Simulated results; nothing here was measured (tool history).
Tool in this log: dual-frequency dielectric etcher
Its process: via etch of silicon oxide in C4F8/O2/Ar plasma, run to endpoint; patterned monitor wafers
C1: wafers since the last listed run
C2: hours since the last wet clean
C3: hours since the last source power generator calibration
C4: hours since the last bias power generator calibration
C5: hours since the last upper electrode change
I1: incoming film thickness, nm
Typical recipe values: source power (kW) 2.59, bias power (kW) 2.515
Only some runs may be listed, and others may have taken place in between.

{"run": 1, "hour": 0.0, "source power (kW)": 2.59, "bias power (kW)": 2.21, "C1": 0, "C2": 316.5, "C3": 644, "C4": 4115.3, "C5": 2174.8, "I1": 1504, "endpoint time (s)": 257.6}
{"run": 2, "hour": 40.5, "source power (kW)": 2.59, "bias power (kW)": 2.086, "C1": 312, "C2": 357, "C3": 684.5, "C4": 4155.8, "C5": 2215.3, "I1": 1519.9, "endpoint time (s)": 265.9}
{"hour": 83.0, "done": "wet clean of the chamber"}
{"run": 3, "hour": 112.2, "source power (kW)": 2.59, "bias power (kW)": 2.515, "C1": 367, "C2": 29.2, "C3": 756.2, "C4": 4227.5, "C5": 2287, "I1": 1518.5, "endpoint time (s)": 250.1}
{"run": 4, "hour": 181.5, "source power (kW)": 2.59, "bias power (kW)": 2.515, "C1": 533, "C2": 98.5, "C3": 825.5, "C4": 4296.8, "C5": 2356.3, "I1": 1527.2, "endpoint time (s)": 250.6}
{"hour": 364.7, "done": "bias power generator calibrated"}
{"hour": 385.4, "done": "upper electrode replaced"}
{"run": 5, "hour": 385.9, "source power (kW)": 2.59, "bias power (kW)": 2.515, "C1": 1384, "C2": 302.9, "C3": 1029.9, "C4": 21.2, "C5": 0.5, "I1": 1520.2, "endpoint time (s)": 245.4}
{"run": 6, "hour": 434.9, "source power (kW)": 2.12, "bias power (kW)": 2.515, "C1": 377, "C2": 351.9, "C3": 1078.9, "C4": 70.2, "C5": 49.5, "I1": 1524.6, "endpoint time (s)": 277.2}
{"run": 7, "hour": 491.6, "source power (kW)": 2.12, "bias power (kW)": 2.515, "C1": 436, "C2": 408.6, "C3": 1135.6, "C4": 126.9, "C5": 106.2, "I1": 1523, "endpoint time (s)": 277.9}
{"hour": 533.8, "done": "wet clean of the chamber"}
{"run": 8, "hour": 540.7, "source power (kW)": 2.59, "bias power (kW)": 2.515, "C1": 193, "C2": 6.9, "C3": 1184.7, "C4": 176, "C5": 155.3, "I1": 1535.8, "endpoint time (s)": 252.9}
{"run": 9, "hour": 565.9, "source power (kW)": 2.38, "bias power (kW)": 2.299, "C1": 194, "C2": 32.1, "C3": 1209.9, "C4": 201.2, "C5": 180.5, "I1": 1538.9, "endpoint time (s)": 274.8}
{"run": 10, "hour": 609.2, "source power (kW)": 3.01, "bias power (kW)": 2.184, "C1": 333, "C2": 75.4, "C3": 1253.2, "C4": 244.5, "C5": 223.8, "I1": 1512.2, "endpoint time (s)": 240.7}
{"run": 11, "hour": 641.7, "source power (kW)": 2.59, "bias power (kW)": 2.515, "C1": 250, "C2": 107.9, "C3": 1285.7, "C4": 277, "C5": 256.3, "I1": 1523.3, "endpoint time (s)": 248.5}
{"run": 12, "hour": 676.1, "source power (kW)": 2.33, "bias power (kW)": 2.744, "C1": 265, "C2": 142.3, "C3": 1320.1, "C4": 311.4, "C5": 290.7, "I1": 1522.6, "endpoint time (s)": 251.8}
{"run": 13, "hour": 808.2, "source power (kW)": 2.59, "bias power (kW)": 2.008, "C1": 1017, "C2": 274.4, "C3": 1452.2, "C4": 443.5, "C5": 422.8, "I1": 1519.3, "endpoint time (s)": 270.4}
{"hour": 822.3, "done": "source power generator calibrated"}
{"hour": 918.6, "done": "wet clean of the chamber"}
{"run": 14, "hour": 964.2, "source power (kW)": 2.59, "bias power (kW)": 2.515, "C1": 986, "C2": 45.6, "C3": 141.9, "C4": 599.5, "C5": 578.8, "I1": 1520.6, "endpoint time (s)": 252.2}
{"run": 15, "hour": 1029.4, "source power (kW)": 2.59, "bias power (kW)": 2.515, "C1": 502, "C2": 110.8, "C3": 207.1, "C4": 664.7, "C5": 644, "I1": 1533.7, "endpoint time (s)": 253.2}
{"run": 16, "hour": 1096.9, "source power (kW)": 2.79, "bias power (kW)": 2.515, "C1": 520, "C2": 178.3, "C3": 274.6, "C4": 732.2, "C5": 711.5, "I1": 1529.9, "endpoint time (s)": 240.9}
{"run": 17, "hour": 1140.2, "source power (kW)": 2.59, "bias power (kW)": 2.964, "C1": 333, "C2": 221.6, "C3": 317.9, "C4": 775.5, "C5": 754.8, "I1": 1514.7, "endpoint time (s)": 230}

For each run, what was the tool's unlogged condition?
bias power that arrives over what is set, %: 0 in every run
H1: etch rate over this chamber's usual, %
H2: source power that arrives over what is set, %
run=1 H1=1.49 H2=3.81
run=2 H1=1.7 H2=3.93
run=3 H1=0.0223 H2=4.11
run=4 H1=0.39 H2=4.26
run=5 H1=1.48 H2=4.61
run=6 H1=1.74 H2=4.67
run=7 H1=2.04 H2=4.74
run=8 H1=-0.138 H2=4.79
run=9 H1=-0.00384 H2=4.82
run=10 H1=0.226 H2=4.86
run=11 H1=0.399 H2=4.89
run=12 H1=0.582 H2=4.92
run=13 H1=1.28 H2=5.01
run=14 H1=0.413 H2=1.35
run=15 H1=0.76 H2=1.83
run=16 H1=1.12 H2=2.26
run=17 H1=1.35 H2=2.51

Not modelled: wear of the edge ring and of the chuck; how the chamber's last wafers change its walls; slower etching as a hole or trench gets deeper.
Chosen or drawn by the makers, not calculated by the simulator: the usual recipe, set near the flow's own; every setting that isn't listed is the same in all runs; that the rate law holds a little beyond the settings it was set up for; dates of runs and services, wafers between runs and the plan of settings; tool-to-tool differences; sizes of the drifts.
